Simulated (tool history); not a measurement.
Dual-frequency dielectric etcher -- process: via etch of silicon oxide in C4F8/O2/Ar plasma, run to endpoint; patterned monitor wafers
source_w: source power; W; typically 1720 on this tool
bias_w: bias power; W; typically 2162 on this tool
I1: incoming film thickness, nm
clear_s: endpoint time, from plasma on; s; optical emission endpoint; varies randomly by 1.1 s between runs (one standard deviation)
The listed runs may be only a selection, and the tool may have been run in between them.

{"run": 1, "hour": 0.0, "source_w": 1380, "bias_w": 2162, "I1": 1759.5, "clear_s": 380.4}
{"run": 2, "hour": 24.6, "source_w": 1380, "bias_w": 2162, "I1": 1783.7, "clear_s": 385.2}
{"run": 3, "hour": 49.0, "source_w": 1720, "bias_w": 2162, "I1": 1775.2, "clear_s": 353.5}
{"run": 4, "hour": 78.1, "source_w": 1980, "bias_w": 2162, "I1": 1780.8, "clear_s": 335.6}
{"run": 5, "hour": 112.2, "source_w": 1720, "bias_w": 2162, "I1": 1790.8, "clear_s": 356.1}
{"run": 6, "hour": 130.8, "source_w": 1720, "bias_w": 2162, "I1": 1780.8, "clear_s": 354.7}
{"run": 7, "hour": 151.5, "source_w": 1720, "bias_w": 2162, "I1": 1801.7, "clear_s": 357.3}
{"run": 8, "hour": 187.2, "source_w": 1720, "bias_w": 2162, "I1": 1792.9, "clear_s": 355.3}
{"run": 9, "hour": 220.5, "source_w": 1720, "bias_w": 2162, "I1": 1756.0, "clear_s": 347.2}
{"run": 10, "hour": 306.4, "source_w": 1720, "bias_w": 2162, "I1": 1774.8, "clear_s": 348.7}
{"hour": 348.0, "done": "wet clean of the chamber"}
{"run": 11, "hour": 348.5, "source_w": 1720, "bias_w": 2162, "I1": 1786.9, "clear_s": 359.3}
{"run": 12, "hour": 348.9, "source_w": 1720, "bias_w": 2162, "I1": 1773.1, "clear_s": 356.4}
{"run": 13, "hour": 361.4, "source_w": 1720, "bias_w": 2028, "I1": 1792.5, "clear_s": 365.7}
{"run": 14, "hour": 377.2, "source_w": 1720, "bias_w": 2340, "I1": 1754.6, "clear_s": 345.0}
{"hour": 387.5, "done": "source power generator calibrated"}
{"run": 15, "hour": 410.3, "source_w": 1900, "bias_w": 1801, "I1": 1766.6, "clear_s": 356.4}
{"hour": 436.5, "done": "bias power generator calibrated"}
{"run": 16, "hour": 501.1, "source_w": 1720, "bias_w": 2162, "I1": 1766.1, "clear_s": 347.5}
{"run": 17, "hour": 513.4, "source_w": 1720, "bias_w": 2336, "I1": 1780.5, "clear_s": 341.4}
{"run": 18, "hour": 540.6, "source_w": 1720, "bias_w": 1792, "I1": 1778.5, "clear_s": 363.8}
{"run": 19, "hour": 561.1, "source_w": 1500, "bias_w": 2674, "I1": 1783.8, "clear_s": 344.2}
{"run": 20, "hour": 591.4, "source_w": 2070, "bias_w": 2661, "I1": 1779.2, "clear_s": 307.3}
{"run": 21, "hour": 621.5, "source_w": 1560, "bias_w": 1730, "I1": 1787.5, "clear_s": 382.5}
{"run": 22, "hour": 657.0, "source_w": 2010, "bias_w": 1989, "I1": 1777.9, "clear_s": 335.0}
{"run": 23, "hour": 690.1, "source_w": 1720, "bias_w": 2162, "I1": 1772.6, "clear_s": 345.3}
{"hour": 731.3, "done": "upper electrode replaced"}
{"run": 24, "hour": 731.8, "source_w": 1320, "bias_w": 2509, "I1": 1812.2, "clear_s": 368.5}
{"run": 25, "hour": 732.2, "source_w": 2150, "bias_w": 2377, "I1": 1785.3, "clear_s": 313.3}
{"run": 26, "hour": 758.3, "source_w": 1720, "bias_w": 2162, "I1": 1758.9, "clear_s": 338.9}
{"hour": 791.1, "done": "wet clean of the chamber"}
{"run": 27, "hour": 791.6, "source_w": 2080, "bias_w": 1770, "I1": 1760.5, "clear_s": 343.0}
{"run": 28, "hour": 807.5, "source_w": 1550, "bias_w": 1849, "I1": 1786.3, "clear_s": 382.8}
{"run": 29, "hour": 826.3, "source_w": 2140, "bias_w": 2003, "I1": 1773.3, "clear_s": 330.4}
{"run": 30, "hour": 845.0, "source_w": 2140, "bias_w": 1643, "I1": 1760.9, "clear_s": 343.2}
{"run": 31, "hour": 873.8, "source_w": 1400, "bias_w": 1744, "I1": 1778.7, "clear_s": 398.0}

Run 32 comes next. What will it give?
{"run": 32, "hour": 895.6, "source_w": 1720, "bias_w": 2162, "I1": 1751.7, "clear_s": "?"}

clear_s: 345.6 s
Without the tool's hidden state the same run would have given clear_s 345.9 s.
